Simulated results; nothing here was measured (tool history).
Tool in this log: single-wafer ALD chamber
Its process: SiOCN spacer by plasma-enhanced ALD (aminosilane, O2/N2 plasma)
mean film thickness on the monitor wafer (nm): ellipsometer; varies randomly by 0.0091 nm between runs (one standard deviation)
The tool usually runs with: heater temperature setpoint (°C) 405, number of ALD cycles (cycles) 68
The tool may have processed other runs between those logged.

run   hour  heater temperature setpoint (°C)  number of ALD cycles (cycles)  read-back reference wafer on the same gauge, thickness_nm  mean film thickness on the monitor wafer (nm)
  1    0.0                               405                             68                                                      3.330                                          3.641
  2   14.4                               405                             68                                                      3.333                                          3.665
  3   48.9                               397                             68                                                      3.338                                          3.716
  4   69.9                               397                             68                                                      3.336                                          3.711
  5  103.0                               397                             68                                                      3.342                                          3.724
  6  120.6                               409                             68                                                      3.340                                          3.618
  7  152.8                               409                             68                                                      3.350                                          3.636
  8  169.8                               397                             81                                                      3.352                                          4.449
  9  196.4                               405                             56                                                      3.354                                          3.023
     217.6  -- gauge calibrated
 10  228.7                               398                             81                                                      3.318                                          4.370
 11  251.8                               400                             62                                                      3.321                                          3.362
     273.3  -- thermocouple changed; heater temperature recalibrated
 12  284.2                               405                             68                                                      3.322                                          3.650
 13  301.4                               400                             81                                                      3.328                                          4.412
 14  334.6                               413                             60                                                      3.334                                          3.157
 15  366.7                               405                             68                                                      3.341                                          3.665

Consider 3 possible next runs. They are alternatives, not a sequence: every one starts from the tool as it was left by run 15. What does each give?
  A  367.2                               392                             68                                                          ?                                              ?
  B  367.2                               405                             73                                                          ?                                              ?
  C  367.2                               396                             80                                                          ?                                              ?

run  read-back reference wafer on the same gauge, thickness_nm  mean film thickness on the monitor wafer (nm)
  A                                                      3.337                                          3.696
  B                                                      3.337                                          3.908
  C                                                      3.337                                          4.348
Without the tool's hidden state the same runs would have given:
run  mean film thickness on the monitor wafer (nm)
  A                                          3.676
  B                                          3.887
  C                                          4.325

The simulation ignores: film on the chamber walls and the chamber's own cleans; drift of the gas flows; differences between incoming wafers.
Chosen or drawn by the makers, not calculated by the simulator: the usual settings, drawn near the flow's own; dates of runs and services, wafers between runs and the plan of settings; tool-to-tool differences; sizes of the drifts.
